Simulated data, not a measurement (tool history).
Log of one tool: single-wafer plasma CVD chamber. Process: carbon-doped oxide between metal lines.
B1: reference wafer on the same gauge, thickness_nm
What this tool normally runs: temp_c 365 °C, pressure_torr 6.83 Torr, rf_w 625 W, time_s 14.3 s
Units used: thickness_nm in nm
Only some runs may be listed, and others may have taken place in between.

{"run": 1, "hour": 0.0, "temp_c": 365, "pressure_torr": 6.83, "rf_w": 625, "time_s": 14.3, "B1": 91.257, "thickness_nm": 75.651}
{"run": 2, "hour": 44.6, "temp_c": 365, "pressure_torr": 6.83, "rf_w": 625, "time_s": 14.3, "B1": 91.321, "thickness_nm": 74.877}
{"run": 3, "hour": 94.1, "temp_c": 365, "pressure_torr": 6.83, "rf_w": 625, "time_s": 14.3, "B1": 91.266, "thickness_nm": 75.718}
{"run": 4, "hour": 160.5, "temp_c": 365, "pressure_torr": 6.83, "rf_w": 625, "time_s": 14.3, "B1": 91.348, "thickness_nm": 75.128}
{"run": 5, "hour": 213.9, "temp_c": 365, "pressure_torr": 6.83, "rf_w": 625, "time_s": 14.3, "B1": 91.232, "thickness_nm": 74.989}
{"run": 6, "hour": 239.7, "temp_c": 365, "pressure_torr": 6.83, "rf_w": 625, "time_s": 14.3, "B1": 91.156, "thickness_nm": 75.108}
{"run": 7, "hour": 266.2, "temp_c": 358, "pressure_torr": 6.83, "rf_w": 705, "time_s": 14.3, "B1": 91.266, "thickness_nm": 83.19}
{"run": 8, "hour": 291.5, "temp_c": 365, "pressure_torr": 8.09, "rf_w": 710, "time_s": 14.3, "B1": 91.293, "thickness_nm": 82.823}
{"run": 9, "hour": 324.7, "temp_c": 365, "pressure_torr": 6.83, "rf_w": 625, "time_s": 14.3, "B1": 91.23, "thickness_nm": 74.548}
{"hour": 373.1, "done": "showerhead replaced, of another model than before"}
{"hour": 391.2, "done": "gauge calibrated"}
{"hour": 401.9, "done": "RF generator calibrated"}
{"hour": 408.3, "done": "thermocouple changed; heater temperature recalibrated"}
{"run": 10, "hour": 408.8, "temp_c": 365, "pressure_torr": 6.83, "rf_w": 625, "time_s": 14.3, "B1": 91.386, "thickness_nm": 79.841}
{"hour": 426.4, "done": "capacitance manometer re-zeroed and calibrated"}
{"run": 11, "hour": 461.2, "temp_c": 365, "pressure_torr": 5.66, "rf_w": 510, "time_s": 14.3, "B1": 91.202, "thickness_nm": 71.658}
{"run": 12, "hour": 492.7, "temp_c": 365, "pressure_torr": 6.39, "rf_w": 625, "time_s": 15.9, "B1": 91.309, "thickness_nm": 87.69}
{"run": 13, "hour": 533.2, "temp_c": 371, "pressure_torr": 7.84, "rf_w": 700, "time_s": 16.2, "B1": 91.309, "thickness_nm": 93.979}
{"run": 14, "hour": 567.6, "temp_c": 378, "pressure_torr": 5.98, "rf_w": 625, "time_s": 14.3, "B1": 91.219, "thickness_nm": 75.573}

Branching from run 14: 4 alternative next runs. What would each branch give?
{"run": "A", "hour": 568.0, "temp_c": 365, "pressure_torr": 6.83, "rf_w": 590, "time_s": 14.3, "B1": "?", "thickness_nm": "?"}
{"run": "B", "hour": 568.0, "temp_c": 356, "pressure_torr": 5.56, "rf_w": 625, "time_s": 16.2, "B1": "?", "thickness_nm": "?"}
{"run": "C", "hour": 568.0, "temp_c": 365, "pressure_torr": 6.83, "rf_w": 625, "time_s": 15.1, "B1": "?", "thickness_nm": "?"}
{"run": "D", "hour": 568.0, "temp_c": 371, "pressure_torr": 6.83, "rf_w": 625, "time_s": 14.3, "B1": "?", "thickness_nm": "?"}

run=A B1=91.362 thickness_nm=77.649
run=B B1=91.362 thickness_nm=90.248
run=C B1=91.362 thickness_nm=83.925
run=D B1=91.362 thickness_nm=78.279
The same runs, with their run-to-run variation unchanged, on a tool lacking any hidden condition would have given:
run=A thickness_nm=78.225
run=B thickness_nm=90.918
run=C thickness_nm=84.548
run=D thickness_nm=78.861
